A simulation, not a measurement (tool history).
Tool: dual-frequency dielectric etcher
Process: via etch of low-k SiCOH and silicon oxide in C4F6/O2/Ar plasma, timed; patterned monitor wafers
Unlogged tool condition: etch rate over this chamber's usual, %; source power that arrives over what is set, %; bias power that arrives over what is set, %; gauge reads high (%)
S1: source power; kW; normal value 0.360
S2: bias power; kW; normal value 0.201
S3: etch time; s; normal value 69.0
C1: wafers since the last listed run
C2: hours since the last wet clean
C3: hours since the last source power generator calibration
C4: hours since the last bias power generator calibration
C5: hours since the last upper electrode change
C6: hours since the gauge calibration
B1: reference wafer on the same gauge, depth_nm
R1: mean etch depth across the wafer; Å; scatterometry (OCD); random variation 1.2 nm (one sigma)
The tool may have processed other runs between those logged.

| run | day | S1 | S2 | S3 | C1 | C2 | C3 | C4 | C5 | C6 | B1 | R1 |
|---|---|---|---|---|---|---|---|---|---|---|---|---|
| 1 | 0.000 | 0.360 | 0.201 | 69.0 | 0 | 249.0 | 1567.3 | 1475.9 | 2877.9 | 18.6 | 138.9 | 1714 |
| 2 | 1.617 | 0.360 | 0.201 | 69.0 | 366 | 287.8 | 1606.1 | 1514.7 | 2916.7 | 57.4 | 139.3 | 1721 |
|  | 3.383 | wet clean of the chamber |
| 3 | 3.404 | 0.360 | 0.174 | 69.0 | 178 | 0.5 | 1649.0 | 1557.6 | 2959.6 | 100.3 | 139.1 | 1633 |
| 4 | 4.471 | 0.360 | 0.174 | 69.0 | 241 | 26.1 | 1674.6 | 1583.2 | 2985.2 | 125.9 | 139.4 | 1650 |
| 5 | 7.058 | 0.360 | 0.174 | 69.0 | 586 | 88.2 | 1736.7 | 1645.3 | 3047.3 | 188.0 | 138.9 | 1645 |
| 6 | 8.938 | 0.360 | 0.201 | 69.0 | 426 | 133.3 | 1781.8 | 1690.4 | 3092.4 | 233.1 | 139.2 | 1724 |
| 7 | 11.304 | 0.340 | 0.201 | 69.0 | 536 | 190.1 | 1838.6 | 1747.2 | 3149.2 | 289.9 | 138.8 | 1684 |
| 8 | 13.754 | 0.360 | 0.201 | 69.0 | 555 | 248.9 | 1897.4 | 1806.0 | 3208.0 | 348.7 | 139.0 | 1733 |
|  | 16.992 | wet clean of the chamber |
| 9 | 17.012 | 0.360 | 0.201 | 69.0 | 512 | 0.5 | 1975.6 | 1884.2 | 3286.2 | 426.9 | 139.1 | 1719 |
| 10 | 18.738 | 0.360 | 0.201 | 69.0 | 391 | 41.9 | 2017.0 | 1925.6 | 3327.6 | 468.3 | 139.0 | 1723 |
| 11 | 20.079 | 0.400 | 0.180 | 69.0 | 304 | 74.1 | 2049.2 | 1957.8 | 3359.8 | 500.5 | 138.9 | 1731 |
| 12 | 21.283 | 0.360 | 0.201 | 69.0 | 273 | 103.0 | 2078.1 | 1986.7 | 3388.7 | 529.4 | 138.9 | 1724 |
| 13 | 22.717 | 0.330 | 0.171 | 80.0 | 325 | 137.4 | 2112.5 | 2021.1 | 3423.1 | 563.8 | 139.2 | 1827 |
|  | 24.633 | source power generator calibrated |
|  | 30.292 | wet clean of the chamber |
| 14 | 30.754 | 0.360 | 0.173 | 69.0 | 1558 | 11.1 | 146.9 | 2214.0 | 3616.0 | 756.7 | 138.6 | 1649 |
| 15 | 32.100 | 0.360 | 0.201 | 69.0 | 305 | 43.4 | 179.2 | 2246.3 | 3648.3 | 789.0 | 138.9 | 1732 |
|  | 35.058 | gauge calibrated |
|  | 37.879 | bias power generator calibrated |
| 16 | 38.446 | 0.360 | 0.201 | 61.0 | 1401 | 195.7 | 331.5 | 13.6 | 3800.6 | 81.3 | 138.7 | 1527 |
| 17 | 39.525 | 0.440 | 0.201 | 61.5 | 244 | 221.6 | 357.4 | 39.5 | 3826.5 | 107.2 | 139.1 | 1679 |
| 18 | 40.738 | 0.360 | 0.201 | 69.0 | 274 | 250.7 | 386.5 | 68.6 | 3855.6 | 136.3 | 138.7 | 1706 |
|  | 43.746 | upper electrode replaced |
| 19 | 43.767 | 0.360 | 0.246 | 69.0 | 460 | 323.4 | 459.2 | 141.3 | 0.5 | 209.0 | 139.0 | 1823 |
|  | 44.838 | wet clean of the chamber |
| 20 | 46.108 | 0.450 | 0.245 | 55.5 | 304 | 30.5 | 515.4 | 197.5 | 56.7 | 265.2 | 139.0 | 1625 |
| 21 | 49.033 | 0.360 | 0.201 | 69.0 | 663 | 100.7 | 585.6 | 267.7 | 126.9 | 335.4 | 138.7 | 1714 |
| 22 | 51.675 | 0.360 | 0.201 | 63.0 | 599 | 164.1 | 649.0 | 331.1 | 190.3 | 398.8 | 139.0 | 1580 |
| 23 | 54.458 | 0.360 | 0.201 | 69.0 | 631 | 230.9 | 715.8 | 397.9 | 257.1 | 465.6 | 139.5 | 1728 |
| 24 | 56.217 | 0.360 | 0.214 | 87.0 | 398 | 273.1 | 758.0 | 440.1 | 299.3 | 507.8 | 138.7 | 2215 |
| 25 | 58.558 | 0.390 | 0.201 | 69.0 | 531 | 329.3 | 814.2 | 496.3 | 355.5 | 564.0 | 138.8 | 1796 |

Predict each of these 4 candidate next runs independently; none follows another, all start after run 25:
| A | 58.575 | 0.360 | 0.201 | 69.0 | 3 | 329.7 | 814.6 | 496.7 | 355.9 | 564.4 | ? | ? |
| B | 58.575 | 0.270 | 0.175 | 77.0 | 3 | 329.7 | 814.6 | 496.7 | 355.9 | 564.4 | ? | ? |
| C | 58.575 | 0.270 | 0.156 | 78.0 | 3 | 329.7 | 814.6 | 496.7 | 355.9 | 564.4 | ? | ? |
| D | 58.575 | 0.320 | 0.159 | 81.5 | 3 | 329.7 | 814.6 | 496.7 | 355.9 | 564.4 | ? | ? |

| run | B1 | R1 |
|---|---|---|
| A | 139.1 | 1719 |
| B | 139.1 | 1609 |
| C | 139.1 | 1574 |
| D | 139.1 | 1791 |
What these runs would have given with no unlogged condition in the tool:
| run | R1 |
|---|---|
| A | 1719 |
| B | 1609 |
| C | 1574 |
| D | 1791 |
